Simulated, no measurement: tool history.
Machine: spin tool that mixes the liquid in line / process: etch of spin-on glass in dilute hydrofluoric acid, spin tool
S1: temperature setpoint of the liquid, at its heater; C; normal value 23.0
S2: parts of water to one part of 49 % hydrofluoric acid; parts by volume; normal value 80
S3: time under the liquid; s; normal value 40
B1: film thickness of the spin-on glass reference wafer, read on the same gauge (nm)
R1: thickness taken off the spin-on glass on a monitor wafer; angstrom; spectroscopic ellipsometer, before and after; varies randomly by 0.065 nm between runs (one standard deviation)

run,hour,S1,S2,S3,B1,R1
1,0.0,23.0,110,40,100.00,100.7
2,57.2,23.0,110,40,100.05,101.0
3,121.0,23.0,110,40,99.96,100.8
4,187.3,23.0,80,40,100.00,143.7
5,261.0,23.0,80,40,99.98,142.1
6,332.9,23.0,80,40,100.02,141.2
7,439.0,25.0,80,40,100.04,152.9
8,493.5,23.0,80,50,100.02,176.2
# hour 528.6: thermometer replaced
9,576.9,23.0,80,50,100.01,185.0
10,662.6,23.0,70,40,99.98,171.4
# hour 769.3: hydrofluoric acid flow meter replaced
11,956.2,26.0,80,40,100.01,164.0
12,1014.3,23.0,80,40,99.96,144.7
13,1079.3,23.0,80,40,100.03,145.3
14,1144.7,23.0,80,25,99.99,90.4
15,1246.5,23.0,90,35,100.02,109.3
16,1315.1,23.0,95,45,100.01,132.1
17,1386.4,23.0,80,20,99.99,70.5
18,1485.8,23.0,65,40,100.01,177.4
19,1550.2,23.0,45,40,100.01,260.9
20,1644.3,21.0,60,40,99.97,176.0
# hour 1665.4: hydrofluoric acid flow meter replaced
# hour 1678.7: thermometer replaced
21,1745.3,23.0,80,40,99.99,146.8
# hour 1828.1: gauge calibrated
22,2000.7,21.5,80,40,100.02,137.0
23,2069.3,21.5,50,20,100.00,113.5
24,2376.5,23.0,115,40,99.99,95.4
25,2458.9,24.5,50,50,100.05,316.9
26,2507.7,19.0,90,55,100.00,145.7
27,2569.7,23.0,80,40,99.98,141.9
# hour 2572.5: hydrofluoric acid flow meter replaced
28,2614.1,23.0,80,40,99.98,141.7

Here are 4 independent what-if runs from the current tool condition. What would each one return?
A,2614.5,23.0,80,40,?,?
B,2614.5,18.5,80,40,?,?
C,2614.5,20.0,95,50,?,?
D,2614.5,23.0,70,50,?,?

run,B1,R1
A,100.00,142.0
B,100.00,117.7
C,100.00,129.8
D,100.00,205.4
With the hidden condition removed and each run's random variation left untouched, the same runs would have given:
run,R1
A,149.2
B,123.8
C,136.4
D,215.8
